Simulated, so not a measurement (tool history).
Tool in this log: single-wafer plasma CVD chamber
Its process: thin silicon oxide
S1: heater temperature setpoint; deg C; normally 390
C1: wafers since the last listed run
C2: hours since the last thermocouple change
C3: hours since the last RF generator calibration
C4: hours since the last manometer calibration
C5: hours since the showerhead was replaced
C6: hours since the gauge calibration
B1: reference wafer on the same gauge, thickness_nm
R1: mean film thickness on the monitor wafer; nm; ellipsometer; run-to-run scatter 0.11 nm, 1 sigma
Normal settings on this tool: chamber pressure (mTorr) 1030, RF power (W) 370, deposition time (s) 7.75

Run 1, hour 0.0: usual settings; C1 0; C2 1620.5; C3 1136.2; C4 1725.3; C5 5786.9; C6 319.0; B1 17.697. Result: R1 19.073 nm.
Run 2, hour 25.0: usual settings but S1 393 deg C; C1 952; C2 1645.5; C3 1161.2; C4 1750.3; C5 5811.9; C6 344.0; B1 17.704. Result: R1 18.887 nm.
Run 3, hour 121.0: usual settings but S1 393 deg C; C1 3655; C2 1741.5; C3 1257.2; C4 1846.3; C5 5907.9; C6 440.0; B1 17.727. Result: R1 18.772 nm.
Run 4, hour 157.2: usual settings but S1 393 deg C; C1 1378; C2 1777.7; C3 1293.4; C4 1882.5; C5 5944.1; C6 476.2; B1 17.687. Result: R1 18.761 nm.
Run 5, hour 229.0: usual settings; C1 2734; C2 1849.5; C3 1365.2; C4 1954.3; C5 6015.9; C6 548.0; B1 17.677. Result: R1 19.250 nm.
Run 6, hour 272.7: usual settings but S1 394 deg C, deposition time (s) 7.30; C1 1664; C2 1893.2; C3 1408.9; C4 1998.0; C5 6059.6; C6 591.7; B1 17.719. Result: R1 18.084 nm.
At hour 339.4: capacitance manometer re-zeroed and calibrated.
Run 7, hour 339.9: usual settings but S1 394 deg C, deposition time (s) 7.30; C1 2254; C2 1960.4; C3 1476.1; C4 0.5; C5 6126.8; C6 658.9; B1 17.694. Result: R1 18.776 nm.
Run 8, hour 372.1: usual settings but S1 394 deg C, deposition time (s) 7.30; C1 1226; C2 1992.6; C3 1508.3; C4 32.7; C5 6159.0; C6 691.1; B1 17.724. Result: R1 18.574 nm.
At hour 383.2: gauge calibrated.
Run 9, hour 406.4: usual settings but deposition time (s) 6.73; C1 1306; C2 2026.9; C3 1542.6; C4 67.0; C5 6193.3; C6 23.2; B1 17.702. Result: R1 17.040 nm.
Run 10, hour 457.7: usual settings but S1 381 deg C; C1 1953; C2 2078.2; C3 1593.9; C4 118.3; C5 6244.6; C6 74.5; B1 17.698. Result: R1 19.929 nm.
At hour 471.9: capacitance manometer re-zeroed and calibrated, repeated, since the last time left the tool worse.
At hour 525.7: showerhead replaced.
Run 11, hour 526.2: usual settings but chamber pressure (mTorr) 1150, RF power (W) 390, deposition time (s) 6.64; C1 1999; C2 2146.7; C3 1662.4; C4 54.3; C5 0.5; C6 143.0; B1 17.688. Result: R1 17.678 nm.
Run 12, hour 588.9: usual settings but S1 385 deg C, chamber pressure (mTorr) 780, deposition time (s) 6.24; C1 2387; C2 2209.4; C3 1725.1; C4 117.0; C5 63.2; C6 205.7; B1 17.697. Result: R1 11.555 nm.
At hour 610.0: RF generator calibrated.
Run 13, hour 659.6: usual settings; C1 2387; C2 2280.1; C3 49.6; C4 187.7; C5 133.9; C6 276.4; B1 17.688. Result: R1 18.653 nm.
Run 14, hour 716.0: usual settings but S1 397 deg C; C1 2147; C2 2336.5; C3 106.0; C4 244.1; C5 190.3; C6 332.8; B1 17.715. Result: R1 18.422 nm.
At hour 724.0: thermocouple changed; heater temperature recalibrated.
Run 15, hour 764.7: usual settings but S1 380 deg C, chamber pressure (mTorr) 1240; C1 1549; C2 40.7; C3 154.7; C4 292.8; C5 239.0; C6 381.5; B1 17.699. Result: R1 20.845 nm.
Run 16, hour 904.2: usual settings but S1 398 deg C; C1 5312; C2 180.2; C3 294.2; C4 432.3; C5 378.5; C6 521.0; B1 17.699. Result: R1 18.372 nm.
Run 17, hour 933.4: usual settings but S1 376 deg C, chamber pressure (mTorr) 930, RF power (W) 300, deposition time (s) 6.63; C1 1111; C2 209.4; C3 323.4; C4 461.5; C5 407.7; C6 550.2; B1 17.707. Result: R1 12.799 nm.

Alternative continuations, all from the tool just after run 17; predict every row:
Run A, hour 933.8: usual settings; C1 15; C2 209.8; C3 323.8; C4 461.9; C5 408.1; C6 550.6; B1 ?. Result: R1 ?.
Run B, hour 933.8: usual settings but chamber pressure (mTorr) 1120, RF power (W) 345; C1 15; C2 209.8; C3 323.8; C4 461.9; C5 408.1; C6 550.6; B1 ?. Result: R1 ?.
Run C, hour 933.8: usual settings but chamber pressure (mTorr) 830, RF power (W) 435, deposition time (s) 8.93; C1 15; C2 209.8; C3 323.8; C4 461.9; C5 408.1; C6 550.6; B1 ?. Result: R1 ?.

run      B1      R1
  A  17.692  18.342
  B  17.692  18.654
  C  17.692  19.091
Without the tool's hidden state the same runs would have given:
run      R1
  A  18.303
  B  18.614
  C  19.032

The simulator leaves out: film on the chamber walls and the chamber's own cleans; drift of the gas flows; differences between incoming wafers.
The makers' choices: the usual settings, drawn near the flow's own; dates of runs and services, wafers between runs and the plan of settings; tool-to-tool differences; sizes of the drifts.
